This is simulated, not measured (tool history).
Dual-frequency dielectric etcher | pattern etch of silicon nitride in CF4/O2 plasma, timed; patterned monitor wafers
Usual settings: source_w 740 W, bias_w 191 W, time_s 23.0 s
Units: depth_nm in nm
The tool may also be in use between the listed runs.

run    hour  source_w  bias_w  time_s  read-back reference wafer on the same gauge, depth_nm  depth_nm
  1     0.0       740     191    23.0                                                   68.5      63.3
  2    41.4       740     172    20.0                                                   68.5      53.2
  3   228.5       740     172    20.0                                                   68.4      52.9
  4   255.1       740     191    23.0                                                   68.3      63.5
      304.9  -- wet clean of the chamber
  5   317.5       740     191    23.0                                                   68.2      63.4
      359.3  -- upper electrode replaced
  6   386.5       740     191    23.0                                                   68.3      63.0
  7   430.8       740     191    23.0                                                   68.3      63.2
  8   478.7       740     191    23.0                                                   68.2      63.2
  9   532.1       740     191    23.0                                                   68.3      62.9
 10   574.3       740     191    23.0                                                   68.2      63.4
      685.7  -- source power generator calibrated
      688.0  -- wet clean of the chamber
 11   764.5       740     191    23.0                                                   68.1      63.1
 12   807.8       740     191    23.0                                                   68.1      63.2
      847.5  -- gauge calibrated
 13   849.7       740     191    23.0                                                   70.6      65.4
 14   917.0       900     175    23.0                                                   70.3      73.1
 15   963.3       920     218    18.0                                                   70.2      62.5
 16  1034.4       740     191    23.0                                                   69.9      64.5
     1092.2  -- wet clean of the chamber
 17  1098.5       740     229    23.0                                                   69.6      68.6
 18  1148.2       740     191    23.0                                                   69.6      64.4
 19  1176.0       740     191    23.0                                                   69.5      64.4
     1187.3  -- bias power generator calibrated
 20  1219.0       740     191    28.0                                                   69.5      78.5
 21  1248.5       820     191    29.0                                                   69.5      86.9
 22  1302.2       740     160    28.0                                                   69.3      73.1
 23  1373.7       740     191    23.0                                                   69.1      63.1
 24  1407.5       560     168    26.5                                                   69.0      58.0
     1464.1  -- wet clean of the chamber
 25  1464.6       740     169    23.0                                                   69.0      61.5
 26  1482.0       810     236    25.0                                                   69.0      80.2
 27  1551.4       740     191    23.0                                                   68.9      64.3
 28  1597.0       790     205    30.0                                                   68.7      88.6
 29  1659.5       740     232    20.0                                                   68.7      59.5
 30  1724.6       740     191    23.0                                                   68.7      62.6

4 ways to go on from here, each from the tool as it stands after run 30. What would each give?
  A  1725.0       740     156    23.0                                                      ?         ?
  B  1725.0       840     227    27.0                                                      ?         ?
  C  1725.0       590     215    23.0                                                      ?         ?
  D  1725.0       740     191    21.0                                                      ?         ?

run  read-back reference wafer on the same gauge, depth_nm  depth_nm
  A                                                   68.7      59.0
  B                                                   68.7      86.9
  C                                                   68.7      56.6
  D                                                   68.7      57.9
Without the tool's hidden state the same runs would have given:
run  depth_nm
  A      60.8
  B      89.6
  C      58.3
  D      59.7
